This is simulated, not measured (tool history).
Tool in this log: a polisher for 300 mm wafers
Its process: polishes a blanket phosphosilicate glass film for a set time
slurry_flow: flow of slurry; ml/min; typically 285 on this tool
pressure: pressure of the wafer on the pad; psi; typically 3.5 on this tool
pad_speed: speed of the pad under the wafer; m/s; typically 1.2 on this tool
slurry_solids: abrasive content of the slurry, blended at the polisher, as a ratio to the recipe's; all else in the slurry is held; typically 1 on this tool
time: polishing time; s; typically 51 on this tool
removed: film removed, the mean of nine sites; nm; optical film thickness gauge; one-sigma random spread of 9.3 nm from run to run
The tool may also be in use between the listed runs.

run,hour,slurry_flow,pressure,pad_speed,slurry_solids,time,wafers since the last listed run,wafers polished on this pad,hours since the slurry nozzle was cleaned,hours since the head pressure was calibrated,hours since the slurry blender was calibrated,hours since the conditioning disc was replaced,"incoming thickness of the incoming film, nm",removed
1,0,285,3.5,1.42,1,41,0,1187,594.5,753.5,68.2,248.1,2580.2,512.6
2,22.3,285,3.5,1.42,1,41,173,1361,616.8,775.8,90.5,270.4,2580.7,527.8
# hour 25.6: head pressure recalibrated
# hour 42.2: slurry nozzle cleaned
3,55.6,285,3.5,1.2,1,51,236,1597,13.4,30,123.8,303.7,2627.4,553.2
4,72,285,3.5,1.2,1,51,127,1725,29.8,46.4,140.2,320.1,2640.7,551.8
# hour 86.1: worn pad replaced by a new one
5,91.7,285,3.5,1.2,1,51,122,43,49.5,66.1,159.9,339.8,2611.2,644.7
6,107.7,240,3.9,1.2,1,51,124,168,65.5,82.1,175.9,355.8,2623,699.1
7,136.2,285,4.1,1.5,1.15,51,222,390,94,110.6,204.4,384.3,2639,902.3
8,162.8,285,4.3,1.2,1.2,51,207,597,120.6,137.2,231,410.9,2628.1,839.4
9,184.8,345,3.5,1.2,0.9,39,171,769,142.6,159.2,253,432.9,2615.1,467.7
10,198.2,285,4.1,0.98,1.3,46,104,873,156,172.6,266.4,446.3,2639.7,634.8
11,211.8,285,4.4,1.2,0.85,35,106,979,169.6,186.2,280,459.9,2651.6,499
12,234,285,2.6,1.2,1.25,65,173,1152,191.8,208.4,302.2,482.1,2608.7,623
# hour 242.4: conditioning disc replaced and pad reconditioned
13,263,285,3.5,1.2,1,51,210,1363,220.8,237.4,331.2,20.6,2624.8,601.7
14,292.6,285,4.5,0.98,1,61,230,1594,250.4,267,360.8,50.2,2658.9,805.7
# hour 311.5: worn pad replaced by a new one
15,320.2,285,3.5,1.2,1,63,184,67,278,294.6,388.4,77.8,2637.2,821.1
# hour 328.4: slurry blender recalibrated
16,335.7,285,3.5,1.2,1,44,105,172,293.5,310.1,7.3,93.3,2593,555.9
17,361,365,3.5,1.2,1,38,197,370,318.8,335.4,32.6,118.6,2657.1,482.4
18,391.9,285,3.5,1.2,1,51,240,610,349.7,366.3,63.5,149.5,2631.9,623.8
19,423.6,285,3.5,1.56,1,51,247,858,381.4,398,95.2,181.2,2643.4,721.8
20,459.2,285,3.5,1.2,1,51,277,1135,417,433.6,130.8,216.8,2602.8,601.4
21,481.2,285,3.5,0.8,1,51,171,1307,439,455.6,152.8,238.8,2629.6,480.1
# hour 511.9: worn pad replaced by a new one
22,512.9,205,4,0.94,1,51,215,7,470.7,487.3,184.5,270.5,2611.5,621.2

What will run 23 give?
23,539.4,285,3.5,1.2,1.15,45,206,214,497.2,513.8,211,297,2596.8,?

{"run 23": {"removed": 595.5}}
On a tool with no hidden condition, and with the same random variation, this run would have come out at removed 601.3 nm.
